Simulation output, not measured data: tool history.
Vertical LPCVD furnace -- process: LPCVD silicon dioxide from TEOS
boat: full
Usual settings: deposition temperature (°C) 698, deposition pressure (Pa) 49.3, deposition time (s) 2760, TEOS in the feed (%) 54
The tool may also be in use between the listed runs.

run,hour,deposition temperature (°C),deposition pressure (Pa),deposition time (s),TEOS in the feed (%),wafers since the last listed run,hours since the last temperature calibration,hours since the pressure gauge was zeroed,hours since the TEOS flow controller was replaced,hours since the gauge calibration,"read-back reference wafer on the same gauge, thickness",film thickness on the monitor wafer in the middle of the boat (angstrom)
1,0,698,49.3,2760,54,0,3697.5,1593,2986.7,247.5,361.19,3429
2,13.5,698,49.3,2760,54,264,3711,1606.5,3000.2,261,360.94,3445.3
3,22.2,698,49.3,2760,54,170,3719.7,1615.2,3008.9,269.7,360.95,3442.7
4,37.8,698,49.3,2760,54,306,3735.3,1630.8,3024.5,285.3,360.91,3441.7
5,46.7,698,49.3,2760,54,174,3744.2,1639.7,3033.4,294.2,361.05,3436.8
6,77.5,698,49.3,2760,54,604,3775,1670.5,3064.2,325,361.1,3439.4
7,89.6,698,49.3,2760,54,237,3787.1,1682.6,3076.3,337.1,360.82,3449.2
# hour 121.7: thermocouples replaced and temperature profile calibrated
8,122.2,698,49.3,2760,54,168,0.5,1715.2,3108.9,369.7,360.88,3129.3
9,126.6,698,49.3,2760,54,86,4.9,1719.6,3113.3,374.1,360.9,3130.4
# hour 152.7: pressure gauge zeroed
10,153.2,698,49.3,2760,54,51,31.5,0.5,3139.9,400.7,361.27,3142.4
# hour 168.8: gauge calibrated
# hour 179.2: TEOS flow controller replaced
11,179.7,698,49.3,2760,54,49,58,27,0.5,10.9,360.96,3156.1
12,184.1,698,49.3,2760,54,86,62.4,31.4,4.9,15.3,361.27,3158.2
13,188.5,698,49.3,2760,54,86,66.8,35.8,9.3,19.7,361.15,3154.4
14,197.9,698,49.3,2760,62,184,76.2,45.2,18.7,29.1,361.02,3393.5
15,208.2,698,44,2760,54,202,86.5,55.5,29,39.4,361.22,2975.1
16,225.3,698,49.3,2760,54,335,103.6,72.6,46.1,56.5,361.01,3170
17,233.9,691,61.3,2760,58,168,112.2,81.2,54.7,65.1,360.87,3096
18,251.6,691,40.7,3600,59,347,129.9,98.9,72.4,82.8,360.82,3325.2
19,267,698,43.3,2040,58,302,145.3,114.3,87.8,98.2,360.83,2279
20,283.3,691,61.3,2760,58,319,161.6,130.6,104.1,114.5,360.62,3099.4
21,296.2,707,49.3,2760,54,253,174.5,143.5,117,127.4,361.05,3913.4
22,313,698,49.3,2760,54,329,191.3,160.3,133.8,144.2,361.09,3186.1
23,325,698,49.3,2760,54,235,203.3,172.3,145.8,156.2,360.8,3183.8
24,338.7,703,58,2220,44,268,217,186,159.5,169.9,360.92,2819.7

Predict each of these 5 candidate next runs independently; none follows another, all start after run 24:
A,343.2,698,42,2760,54,88,221.5,190.5,164,174.4,?,?
B,343.2,692,54.7,2760,54,88,221.5,190.5,164,174.4,?,?
C,343.2,698,49.3,2760,49,88,221.5,190.5,164,174.4,?,?
D,343.2,687,58,2760,63,88,221.5,190.5,164,174.4,?,?
E,343.2,698,43.3,2760,54,88,221.5,190.5,164,174.4,?,?

run,"read-back reference wafer on the same gauge, thickness",film thickness on the monitor wafer in the middle of the boat (angstrom)
A,361.04,2937.7
B,361.04,2911.5
C,361.04,3032.9
D,361.04,2876.7
E,361.04,2984
With no hidden state in the tool, these same runs would have given:
run,film thickness on the monitor wafer in the middle of the boat (angstrom)
A,2882.5
B,2856
C,2975.9
D,2821.4
E,2927.9

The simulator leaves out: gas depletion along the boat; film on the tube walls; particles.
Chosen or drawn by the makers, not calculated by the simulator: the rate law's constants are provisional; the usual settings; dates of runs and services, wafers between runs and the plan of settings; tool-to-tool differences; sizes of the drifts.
